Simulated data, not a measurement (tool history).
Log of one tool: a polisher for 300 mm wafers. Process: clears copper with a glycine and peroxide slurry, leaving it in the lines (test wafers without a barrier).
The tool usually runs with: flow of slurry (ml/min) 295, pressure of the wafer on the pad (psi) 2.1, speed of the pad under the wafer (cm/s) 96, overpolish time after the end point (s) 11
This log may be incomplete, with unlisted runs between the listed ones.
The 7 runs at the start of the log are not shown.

| run | day | flow of slurry (ml/min) | pressure of the wafer on the pad (psi) | speed of the pad under the wafer (cm/s) | overpolish time after the end point (s) | incoming thickness of the incoming film, nm | time until the end point was called (s) | dishing of a wide line in a test structure (Å) |
|---|---|---|---|---|---|---|---|---|
| 8 | 20.096 | 295 | 2.1 | 118 | 11 | 683.9 | 140.8 | 327 |
| 9 | 24.521 | 295 | 2.1 | 96 | 11 | 675.9 | 159.8 | 294 |
| 10 | 28.075 | 295 | 1.7 | 96 | 11 | 681.1 | 186.7 | 256 |
|  | 28.754 | worn pad replaced by a new one |
|  | 30.912 | head pressure recalibrated |
| 11 | 31.683 | 295 | 1.7 | 96 | 11 | 687.6 | 199.6 | 239 |
|  | 38.054 | slurry nozzle cleaned |
| 12 | 42.983 | 295 | 2.1 | 96 | 11 | 690.6 | 193.6 | 262 |
| 13 | 46.629 | 295 | 2.1 | 96 | 11 | 670.7 | 182.9 | 261 |
| 14 | 51.083 | 295 | 2.1 | 96 | 11 | 681.3 | 188.5 | 260 |
|  | 53.050 | worn pad replaced by a new one, repeated, since the last time left the tool worse |
| 15 | 54.367 | 295 | 2.1 | 96 | 11 | 692.9 | 170.6 | 291 |
| 16 | 58.342 | 400 | 1.8 | 122 | 4 | 671.3 | 149.4 | 130 |
| 17 | 60.983 | 295 | 2.1 | 62 | 11 | 685.5 | 232.5 | 227 |
| 18 | 63.767 | 295 | 2.1 | 96 | 11 | 672.2 | 163.9 | 285 |
| 19 | 65.796 | 295 | 2.1 | 96 | 7 | 691.1 | 169.9 | 197 |
| 20 | 67.971 | 295 | 2.1 | 96 | 11 | 678.6 | 167.2 | 281 |
| 21 | 70.046 | 295 | 2.1 | 96 | 11 | 690.3 | 177.1 | 286 |
|  | 74.175 | worn pad replaced by a new one |
|  | 75.642 | slurry nozzle cleaned |
|  | 76.842 | head pressure recalibrated |
| 22 | 79.742 | 365 | 2.1 | 96 | 11 | 682.2 | 162.5 | 288 |
| 23 | 82.271 | 385 | 1.7 | 84 | 11 | 687.4 | 198.0 | 242 |
| 24 | 84.304 | 295 | 1.8 | 68 | 11 | 676.5 | 229.5 | 218 |
| 25 | 86.542 | 295 | 2.1 | 76 | 11 | 692.6 | 204.0 | 248 |
| 26 | 88.888 | 295 | 2.1 | 72 | 8 | 691.6 | 208.6 | 180 |
| 27 | 91.362 | 295 | 2.1 | 96 | 11 | 672.6 | 169.1 | 294 |
|  | 92.558 | worn pad replaced by a new one |
| 28 | 93.100 | 295 | 2.7 | 124 | 13 | 689.1 | 113.9 | 448 |
| 29 | 96.938 | 295 | 2.1 | 96 | 11 | 684.0 | 166.4 | 292 |
| 30 | 99.762 | 335 | 2.1 | 96 | 11 | 696.0 | 162.7 | 293 |

5 options for the next run, each taken on its own from the tool as it stands now. Forecast them:
| A | 99.783 | 295 | 2.1 | 96 | 11 | 683.1 | ? | ? |
| B | 99.783 | 370 | 2.4 | 96 | 5 | 683.1 | ? | ? |
| C | 99.783 | 205 | 2.1 | 64 | 11 | 683.1 | ? | ? |
| D | 99.783 | 295 | 2.1 | 114 | 14 | 683.1 | ? | ? |
| E | 99.783 | 360 | 2.1 | 118 | 13 | 683.1 | ? | ? |

| run | time until the end point was called (s) | dishing of a wide line in a test structure (Å) |
|---|---|---|
| A | 167.1 | 290 |
| B | 151.1 | 158 |
| C | 230.5 | 223 |
| D | 146.0 | 391 |
| E | 140.3 | 380 |
Take away the tool's hidden state, keep each run's random variation, and the runs would have read:
| run | time until the end point was called (s) | dishing of a wide line in a test structure (Å) |
|---|---|---|
| A | 163.6 | 296 |
| B | 147.9 | 161 |
| C | 225.6 | 227 |
| D | 142.9 | 398 |
| E | 137.3 | 387 |

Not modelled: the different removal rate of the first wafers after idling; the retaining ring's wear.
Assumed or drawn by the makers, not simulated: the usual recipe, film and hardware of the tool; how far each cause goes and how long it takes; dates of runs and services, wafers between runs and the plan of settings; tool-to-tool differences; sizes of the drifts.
